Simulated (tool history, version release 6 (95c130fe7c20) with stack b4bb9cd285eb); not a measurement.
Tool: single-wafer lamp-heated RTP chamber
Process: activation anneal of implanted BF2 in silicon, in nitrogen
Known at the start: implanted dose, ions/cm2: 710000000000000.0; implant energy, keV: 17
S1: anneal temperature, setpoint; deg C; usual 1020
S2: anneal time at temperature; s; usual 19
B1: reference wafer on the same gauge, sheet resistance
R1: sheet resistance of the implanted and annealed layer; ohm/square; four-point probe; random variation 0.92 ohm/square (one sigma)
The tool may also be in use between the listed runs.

run 1 day=0.000 | S1=1020 S2=19 | B1=230.01 | R1=215.78
run 2 day=0.554 | S1=1020 S2=13 | B1=230.05 | R1=224.82
run 3 day=1.192 | S1=1020 S2=13 | B1=230.09 | R1=223.79
run 4 day=2.633 | S1=1020 S2=13 | B1=230.48 | R1=225.09
run 5 day=3.838 | S1=1020 S2=19 | B1=230.81 | R1=215.20
run 6 day=4.375 | S1=1020 S2=19 | B1=230.45 | R1=216.14
run 7 day=5.267 | S1=1020 S2=11 | B1=231.19 | R1=227.92
run 8 day=6.383 | S1=1020 S2=11 | B1=231.13 | R1=230.64
run 9 day=6.971 | S1=1020 S2=11 | B1=231.69 | R1=229.83
-- day=8.404 pyrometer window cleaned and pyrometer calibrated
run 10 day=8.425 | S1=1020 S2=19 | B1=231.46 | R1=218.03
run 11 day=9.296 | S1=1020 S2=19 | B1=231.66 | R1=218.21
-- day=10.821 reflector plate cleaned
run 12 day=10.842 | S1=1020 S2=19 | B1=232.47 | R1=216.92
run 13 day=11.512 | S1=1012 S2=22 | B1=232.24 | R1=221.72
-- day=12.233 gauge calibrated
run 14 day=12.833 | S1=1032 S2=12 | B1=227.89 | R1=214.88
run 15 day=14.267 | S1=1020 S2=19 | B1=228.10 | R1=214.43
run 16 day=14.904 | S1=1029 S2=30 | B1=227.52 | R1=196.73
run 17 day=16.054 | S1=1037 S2=8 | B1=227.86 | R1=216.39
run 18 day=16.867 | S1=1033 S2=23 | B1=227.66 | R1=201.10
-- day=17.525 pyrometer window cleaned and pyrometer calibrated
run 19 day=17.671 | S1=1020 S2=19 | B1=227.53 | R1=213.49
run 20 day=18.246 | S1=1042 S2=13 | B1=227.82 | R1=204.09
run 21 day=19.133 | S1=1020 S2=27 | B1=227.43 | R1=205.20
run 22 day=22.838 | S1=1020 S2=9 | B1=227.82 | R1=231.91
run 23 day=23.404 | S1=1020 S2=12 | B1=228.03 | R1=222.91
run 24 day=24.812 | S1=1030 S2=15 | B1=228.08 | R1=210.67
run 25 day=25.929 | S1=1020 S2=12 | B1=227.74 | R1=225.25
-- day=28.183 pyrometer window cleaned and pyrometer calibrated
run 26 day=29.271 | S1=992 S2=19 | B1=228.79 | R1=243.97
run 27 day=30.496 | S1=1030 S2=8 | B1=228.66 | R1=226.36
-- day=31.312 reflector plate cleaned
run 28 day=31.862 | S1=1045 S2=15 | B1=228.94 | R1=199.32
run 29 day=33.350 | S1=1020 S2=14 | B1=229.32 | R1=222.21
run 30 day=36.162 | S1=1020 S2=19 | B1=229.47 | R1=214.54
run 31 day=37.267 | S1=997 S2=12 | B1=229.33 | R1=249.46
run 32 day=38.179 | S1=1020 S2=19 | B1=229.20 | R1=215.75
-- day=38.875 pyrometer window cleaned and pyrometer calibrated
run 33 day=39.338 | S1=1020 S2=19 | B1=229.65 | R1=215.70
run 34 day=40.233 | S1=1020 S2=19 | B1=229.85 | R1=215.16
run 35 day=40.950 | S1=997 S2=30 | B1=229.91 | R1=229.71

Measured less the same run without the tool's hidden state. The same run-to-run variation is in both; the gauge's scatter may not be:
The hidden state here: true wafer temperature minus pyrometer reading, K; wafer temperature error from the tarnished reflector plate, K; gauge reads high (%).
run=1 R1=+1.85
run=2 R1=+2.03
run=3 R1=+2.11
run=4 R1=+2.37
run=5 R1=+2.48
run=6 R1=+2.58
run=7 R1=+2.88
run=8 R1=+3.14
run=9 R1=+3.24
run=10 R1=+3.36
run=11 R1=+3.54
run=12 R1=+3.83
run=13 R1=+4.06
run=14 R1=-0.36
run=15 R1=-0.35
run=16 R1=-0.32
run=17 R1=-0.33
run=18 R1=-0.29
run=19 R1=-0.28
run=20 R1=-0.25
run=21 R1=-0.22
run=22 R1=-0.07
run=23 R1=-0.03
run=24 R1=+0.06
run=25 R1=+0.14
run=26 R1=+0.46
run=27 R1=+0.55
run=28 R1=+0.62
run=29 R1=+0.85
run=30 R1=+1.15
run=31 R1=+1.50
run=32 R1=+1.43
run=33 R1=+1.58
run=34 R1=+1.70
run=35 R1=+1.93
